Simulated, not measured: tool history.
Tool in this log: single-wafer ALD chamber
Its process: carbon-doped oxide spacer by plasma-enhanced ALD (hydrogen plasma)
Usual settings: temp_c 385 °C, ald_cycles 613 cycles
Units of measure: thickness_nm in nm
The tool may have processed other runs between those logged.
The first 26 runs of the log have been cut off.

run,day,temp_c,ald_cycles,"read-back reference wafer on the same gauge, thickness_nm",thickness_nm
27,52.400,385,613,32.803,30.905
28,54.000,390,723,32.832,36.345
29,55.529,372,578,32.815,29.128
30,57.233,385,516,32.785,25.935
31,58.608,385,613,32.789,30.905
32,60.262,385,528,32.809,26.553
33,61.379,372,577,32.814,28.994
34,63.492,385,613,32.800,30.900
35,65.962,381,578,32.801,29.115
36,68.146,375,550,32.791,27.567

Each row is a separate what-if for the run after 36, all from the same tool condition, not one after another. Results?
A,68.200,385,613,?,?
B,68.200,375,530,?,?
C,68.200,389,665,?,?
D,68.200,379,513,?,?
E,68.200,389,578,?,?

run,"read-back reference wafer on the same gauge, thickness_nm",thickness_nm
A,32.794,30.807
B,32.794,26.636
C,32.794,33.421
D,32.794,25.782
E,32.794,29.048
Stripped of hidden state, with their random variation kept, the same runs would have yielded:
run,thickness_nm
A,30.807
B,26.636
C,33.421
D,25.782
E,29.048

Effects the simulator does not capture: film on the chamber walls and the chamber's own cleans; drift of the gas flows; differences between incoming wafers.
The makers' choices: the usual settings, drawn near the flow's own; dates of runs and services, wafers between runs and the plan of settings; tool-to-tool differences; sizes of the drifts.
